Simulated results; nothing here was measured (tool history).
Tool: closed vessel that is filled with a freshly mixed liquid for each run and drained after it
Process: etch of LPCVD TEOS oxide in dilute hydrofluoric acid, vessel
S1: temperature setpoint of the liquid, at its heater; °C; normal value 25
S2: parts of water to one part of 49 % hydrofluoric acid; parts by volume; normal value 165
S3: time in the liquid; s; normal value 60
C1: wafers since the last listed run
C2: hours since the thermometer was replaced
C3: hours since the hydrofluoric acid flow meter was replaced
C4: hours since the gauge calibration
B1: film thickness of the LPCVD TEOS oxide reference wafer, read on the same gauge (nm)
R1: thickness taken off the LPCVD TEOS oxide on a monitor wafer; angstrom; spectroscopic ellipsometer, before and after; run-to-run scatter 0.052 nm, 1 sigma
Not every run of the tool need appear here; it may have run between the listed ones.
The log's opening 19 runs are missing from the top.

run	hour	S1	S2	S3	C1	C2	C3	C4	B1	R1
20	823.6	25	165	60	6355	176.5	221.9	528.9	100	68.9
21	887.7	25	165	60	8954	240.6	286	593	99.97	67.5
22	947.1	22	235	75	8297	300	345.4	652.4	99.99	49.9
23	1012.6	25	165	85	9149	365.5	410.9	717.9	99.99	96.5
24	1072.6	25	165	35	8381	425.5	470.9	777.9	99.99	39.9
25	1131.3	23	120	45	8199	484.2	529.6	836.6	100.01	70
26	1183.7	20.5	145	95	7319	536.6	582	889	100.02	107.8
27	1219.1	29	240	70	4945	572	617.4	924.4	99.98	59.7
28	1272.5	25	205	80	7459	625.4	670.8	977.8	100	71.5
29	1328.2	25	165	90	7780	681.1	726.5	1033.5	100.03	105
30	1359.6	25	165	60	4386	712.5	757.9	1064.9	100	70.6
31	1424.9	25	165	60	9121	777.8	823.2	1130.2	99.98	69.5
32	1481.9	26.5	90	30	7962	834.8	880.2	1187.2	99.97	74.3
33	1513.2	22	215	60	4372	866.1	911.5	1218.5	100	46.3

Here are 4 independent what-if runs from the current tool condition. What would each one return?
A	1513.9	25	165	60	97	866.8	912.2	1219.2	?	?
B	1513.9	30	120	60	97	866.8	912.2	1219.2	?	?
C	1513.9	29.5	165	60	97	866.8	912.2	1219.2	?	?
D	1513.9	22.5	165	60	97	866.8	912.2	1219.2	?	?

run	B1	R1
A	100	70
B	100	122.5
C	100	82.6
D	100	63.6
With the hidden condition removed and each run's random variation left untouched, the same runs would have given:
run	R1
A	67.1
B	117.5
C	79.1
D	61
